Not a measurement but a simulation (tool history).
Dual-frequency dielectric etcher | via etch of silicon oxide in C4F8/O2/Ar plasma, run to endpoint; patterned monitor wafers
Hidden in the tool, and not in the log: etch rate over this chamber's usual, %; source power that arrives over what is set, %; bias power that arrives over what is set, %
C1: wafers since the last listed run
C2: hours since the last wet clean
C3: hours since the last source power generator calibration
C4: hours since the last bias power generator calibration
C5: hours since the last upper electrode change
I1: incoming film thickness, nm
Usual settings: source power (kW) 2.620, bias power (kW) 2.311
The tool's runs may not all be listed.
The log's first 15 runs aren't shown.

run 16 hour=1097.7 | source_power_(kW)=2.620 bias_power_(kW)=2.532 | C1=260 C2=415.1 C3=141.8 C4=3938.3 C5=4693.2 | I1=2170.6 | endpoint_time_(s)=314.5
run 17 hour=1193.0 | source_power_(kW)=2.620 bias_power_(kW)=2.532 | C1=488 C2=510.4 C3=237.1 C4=4033.6 C5=4788.5 | I1=2170.8 | endpoint_time_(s)=312.2
run 18 hour=1230.0 | source_power_(kW)=3.150 bias_power_(kW)=2.886 | C1=189 C2=547.4 C3=274.1 C4=4070.6 C5=4825.5 | I1=2155.7 | endpoint_time_(s)=279.3
-- hour=1254.9 wet clean of the chamber
run 19 hour=1272.5 | source_power_(kW)=2.040 bias_power_(kW)=2.590 | C1=94 C2=17.6 C3=316.6 C4=4113.1 C5=4868.0 | I1=2156.1 | endpoint_time_(s)=345.1
run 20 hour=1334.9 | source_power_(kW)=3.080 bias_power_(kW)=2.311 | C1=319 C2=80.0 C3=379.0 C4=4175.5 C5=4930.4 | I1=2172.6 | endpoint_time_(s)=313.9
run 21 hour=1392.2 | source_power_(kW)=2.790 bias_power_(kW)=2.652 | C1=293 C2=137.3 C3=436.3 C4=4232.8 C5=4987.7 | I1=2181.0 | endpoint_time_(s)=312.2
run 22 hour=1446.4 | source_power_(kW)=3.100 bias_power_(kW)=2.159 | C1=277 C2=191.5 C3=490.5 C4=4287.0 C5=5041.9 | I1=2151.0 | endpoint_time_(s)=313.1
run 23 hour=1525.6 | source_power_(kW)=2.010 bias_power_(kW)=2.311 | C1=405 C2=270.7 C3=569.7 C4=4366.2 C5=5121.1 | I1=2163.8 | endpoint_time_(s)=355.1
run 24 hour=1610.6 | source_power_(kW)=2.240 bias_power_(kW)=2.591 | C1=435 C2=355.7 C3=654.7 C4=4451.2 C5=5206.1 | I1=2152.5 | endpoint_time_(s)=327.0
-- hour=1706.8 upper electrode replaced
run 25 hour=1707.3 | source_power_(kW)=2.620 bias_power_(kW)=1.841 | C1=372 C2=452.4 C3=751.4 C4=4547.9 C5=0.5 | I1=2190.6 | endpoint_time_(s)=347.3
-- hour=1802.0 wet clean of the chamber
run 26 hour=1802.5 | source_power_(kW)=2.390 bias_power_(kW)=2.514 | C1=364 C2=0.5 C3=846.6 C4=4643.1 C5=95.7 | I1=2172.4 | endpoint_time_(s)=335.3
run 27 hour=1839.7 | source_power_(kW)=3.270 bias_power_(kW)=2.824 | C1=190 C2=37.7 C3=883.8 C4=4680.3 C5=132.9 | I1=2183.7 | endpoint_time_(s)=291.6
-- hour=1871.4 bias power generator calibrated
run 28 hour=1916.4 | source_power_(kW)=2.620 bias_power_(kW)=2.594 | C1=372 C2=114.4 C3=960.5 C4=45.0 C5=209.6 | I1=2171.4 | endpoint_time_(s)=320.8
run 29 hour=2014.2 | source_power_(kW)=2.620 bias_power_(kW)=2.311 | C1=500 C2=212.2 C3=1058.3 C4=142.8 C5=307.4 | I1=2142.2 | endpoint_time_(s)=322.4
run 30 hour=2073.1 | source_power_(kW)=2.390 bias_power_(kW)=2.740 | C1=301 C2=271.1 C3=1117.2 C4=201.7 C5=366.3 | I1=2175.9 | endpoint_time_(s)=320.3
run 31 hour=2124.6 | source_power_(kW)=2.620 bias_power_(kW)=2.311 | C1=263 C2=322.6 C3=1168.7 C4=253.2 C5=417.8 | I1=2174.4 | endpoint_time_(s)=327.7
run 32 hour=2207.1 | source_power_(kW)=2.620 bias_power_(kW)=2.311 | C1=422 C2=405.1 C3=1251.2 C4=335.7 C5=500.3 | I1=2177.0 | endpoint_time_(s)=325.4
run 33 hour=2289.1 | source_power_(kW)=2.230 bias_power_(kW)=1.904 | C1=419 C2=487.1 C3=1333.2 C4=417.7 C5=582.3 | I1=2146.5 | endpoint_time_(s)=355.2
-- hour=2333.8 wet clean of the chamber
run 34 hour=2361.4 | source_power_(kW)=3.030 bias_power_(kW)=2.311 | C1=247 C2=27.6 C3=1405.5 C4=490.0 C5=654.6 | I1=2168.0 | endpoint_time_(s)=313.3
run 35 hour=2468.1 | source_power_(kW)=2.030 bias_power_(kW)=1.765 | C1=546 C2=134.3 C3=1512.2 C4=596.7 C5=761.3 | I1=2164.5 | endpoint_time_(s)=385.4

Forecast each of these 4 alternatives for the next run:
run A hour=2468.6 | source_power_(kW)=2.620 bias_power_(kW)=2.311 | C1=2 C2=134.8 C3=1512.7 C4=597.2 C5=761.8 | I1=2167.6 | endpoint_time_(s)=?
run B hour=2468.6 | source_power_(kW)=3.230 bias_power_(kW)=2.777 | C1=2 C2=134.8 C3=1512.7 C4=597.2 C5=761.8 | I1=2167.6 | endpoint_time_(s)=?
run C hour=2468.6 | source_power_(kW)=2.830 bias_power_(kW)=2.105 | C1=2 C2=134.8 C3=1512.7 C4=597.2 C5=761.8 | I1=2167.6 | endpoint_time_(s)=?
run D hour=2468.6 | source_power_(kW)=2.190 bias_power_(kW)=2.311 | C1=2 C2=134.8 C3=1512.7 C4=597.2 C5=761.8 | I1=2167.6 | endpoint_time_(s)=?

run=A endpoint_time_(s)=329.0
run=B endpoint_time_(s)=289.7
run=C endpoint_time_(s)=329.1
run=D endpoint_time_(s)=349.4
Without the tool's hidden state the same runs would have given:
run=A endpoint_time_(s)=330.9
run=B endpoint_time_(s)=291.4
run=C endpoint_time_(s)=331.1
run=D endpoint_time_(s)=351.5
